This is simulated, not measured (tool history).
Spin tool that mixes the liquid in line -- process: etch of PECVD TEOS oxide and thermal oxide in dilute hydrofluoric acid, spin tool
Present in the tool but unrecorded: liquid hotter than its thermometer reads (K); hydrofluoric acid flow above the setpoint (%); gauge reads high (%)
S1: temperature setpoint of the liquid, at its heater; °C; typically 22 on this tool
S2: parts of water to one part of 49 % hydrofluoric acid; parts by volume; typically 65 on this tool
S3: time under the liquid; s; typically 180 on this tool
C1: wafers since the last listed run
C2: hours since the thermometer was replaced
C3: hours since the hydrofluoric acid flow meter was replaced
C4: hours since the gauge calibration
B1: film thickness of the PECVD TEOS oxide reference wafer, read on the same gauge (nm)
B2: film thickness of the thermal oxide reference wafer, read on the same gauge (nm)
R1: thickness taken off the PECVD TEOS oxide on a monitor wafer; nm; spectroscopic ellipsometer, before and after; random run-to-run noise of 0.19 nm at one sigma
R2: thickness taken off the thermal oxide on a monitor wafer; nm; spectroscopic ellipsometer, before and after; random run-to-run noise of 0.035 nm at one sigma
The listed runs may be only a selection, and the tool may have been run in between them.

run   hour    S1  S2   S3   C1     C2     C3     C4      B1     B2     R1     R2
  1      0  24.5  65  180    0  303.6  512.8  268.9   148.1  39.51  33.58  12.21
  2     19  20.5  65  180  126  322.6  531.8  287.9  148.01  39.47  28.47  10.33
  3   44.5  20.5  65  180  169  348.1  557.3  313.4  147.79  39.43   28.3  10.34
  4   57.1  20.5  65  180   83  360.7  569.9    326  147.75  39.43  28.08  10.32
  5   92.7    22  45  180  237  396.3  605.5  361.6  147.51  39.34  44.94  16.31
  6  127.3    22  45  180  230  430.9  640.1  396.2  147.22  39.26  44.28  16.22
     201.2  -- thermometer replaced
  7  230.1    20  65  180  677   28.9  742.9    499  146.34  39.02  27.59     10
  8  265.5    20  65  180  235   64.3  778.3  534.4  145.93  38.91  27.41   9.99
  9  280.1  25.5  65  100   97   78.9  792.9    549  145.74  38.89  19.04   6.92
 10  318.1    22  65  180  253  116.9  830.9    587  145.31  38.77  29.73  10.82
 11  350.7    22  65  180  217  149.5  863.5  619.6  144.87  38.64  29.44  10.77
     356.4  -- hydrofluoric acid flow meter replaced
 12  372.9    22  65  180  141  171.7   16.5  641.8  144.61  38.56  29.96  10.78
     383.6  -- gauge calibrated
 13    396  25.5  65  100  153  194.8   39.6   12.4  150.06  40.02  19.69   7.14
 14    423    22  85  105  179  221.8   66.6   39.4  150.05  39.99  13.42   4.87
 15  452.5  24.5  45  280  196  251.3   96.1   68.9  149.98  39.99   78.9  28.35
 16  480.3    22  65  115  185  279.1  123.9   96.7  149.96  39.98  19.41   7.11
 17  505.8    22  65  180  169  304.6  149.4  122.2  149.84  39.96   30.7  11.23
 18  531.7    26  55  180  172  330.5  175.3  148.1   149.8  39.93  42.65  15.77
 19  562.3    22  65  180  203  361.1  205.9  178.7  149.74  39.91  30.73  11.09
 20  584.4    22  55   95  147  383.2    228  200.8   149.6  39.91  19.23   7.06
 21  605.7  19.5  80  105  141  404.5  249.3  222.1  149.56  39.88  12.72   4.68
 22  630.5    22  65  230  165  429.3  274.1  246.9  149.46  39.83  39.17  14.24
 23  668.6  19.5  65  180  253  467.4  312.2    285  149.22  39.77  27.44     10

Below, each run's measurement less what the same run would have read without the hidden state. Both values contain the same run-to-run variation, but the gauge's scatter may not be the same in both:
run     R1     R2
  1  -0.43  -0.15
  2  -0.39  -0.14
  3  -0.41  -0.16
  4  -0.43  -0.15
  5  -0.76  -0.28
  6  -0.83  -0.31
  7   -0.7  -0.26
  8  -0.77  -0.28
  9  -0.56   -0.2
 10  -0.96  -0.35
 11  -1.03  -0.37
 12  -1.12   -0.4
 13     +0  +0.01
 14     +0     +0
 15  -0.01     +0
 16  -0.01     +0
 17  -0.03  -0.01
 18  -0.06  -0.02
 19  -0.06  -0.03
 20  -0.05  -0.01
 21  -0.04  -0.02
 22  -0.16  -0.06
 23  -0.14  -0.05
